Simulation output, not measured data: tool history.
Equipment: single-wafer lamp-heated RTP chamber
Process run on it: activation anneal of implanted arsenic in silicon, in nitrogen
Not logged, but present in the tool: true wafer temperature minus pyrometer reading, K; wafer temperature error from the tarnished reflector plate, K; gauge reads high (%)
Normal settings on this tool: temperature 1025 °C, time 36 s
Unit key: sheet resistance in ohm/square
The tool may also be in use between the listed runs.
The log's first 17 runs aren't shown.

run	hour	temperature	time	wafers since the last listed run	wafers since the last pyrometer calibration	wafers since the reflector plate was cleaned	hours since the gauge calibration	read-back reference wafer on the same gauge, sheet resistance	sheet resistance
18	203.3	1025	27	146	4815	2101	431.6	534.75	481.8
19	218.9	1000	57	257	5072	2359	447.2	535.57	477.04
20	224.9	1025	36	98	5171	2458	453.2	535.21	471.67
# hour 235.8: pyrometer window cleaned and pyrometer calibrated
21	238.7	1043	36	95	48	2553	467	535.12	467.53
22	247.7	1025	36	148	196	2702	476	535.54	474.73
23	262.3	1046	52	240	437	2943	490.6	534.5	459.26
24	270.2	1037	43	130	568	3073	498.5	535.02	467.33
# hour 284.9: gauge calibrated
25	286.7	999	21	272	840	3345	1.8	535.22	491.19
26	296.5	1010	26	161	1001	3507	11.6	534.44	486.01
27	306.4	1044	46	163	1165	3670	21.5	535.43	460.08
28	316.5	1025	36	166	1331	3837	31.6	535.25	474.55
29	324.7	1000	16	135	1467	3972	39.8	535.43	493.9
30	338.1	1040	21	221	1688	4193	53.2	535.31	477.91
31	348.7	1006	50	174	1863	4368	63.8	535.53	477.86
32	366.6	1053	48	295	2158	4664	81.7	535.17	452.66
33	374.1	1025	36	123	2282	4787	89.2	534.86	476.53
34	387.3	996	36	217	2500	5005	102.4	535.33	487.65
35	398.8	999	25	189	2689	5195	113.9	535.85	492.27
36	409.8	1025	36	181	2871	5376	124.9	534.92	476.44

Forecast each of these 5 alternatives for the next run:
A	410.2	1025	36	6	2877	5383	125.3	?	?
B	410.2	1014	51	6	2877	5383	125.3	?	?
C	410.2	1011	53	6	2877	5383	125.3	?	?
D	410.2	1013	46	6	2877	5383	125.3	?	?
E	410.2	1037	21	6	2877	5383	125.3	?	?

run	read-back reference wafer on the same gauge, sheet resistance	sheet resistance
A	534.49	474.27
B	534.49	472.74
C	534.49	473.41
D	534.49	475.09
E	534.49	478.79
The same runs, with their run-to-run variation unchanged, on a tool lacking any hidden condition would have given:
run	sheet resistance
A	474.27
B	472.74
C	473.41
D	475.09
E	478.79
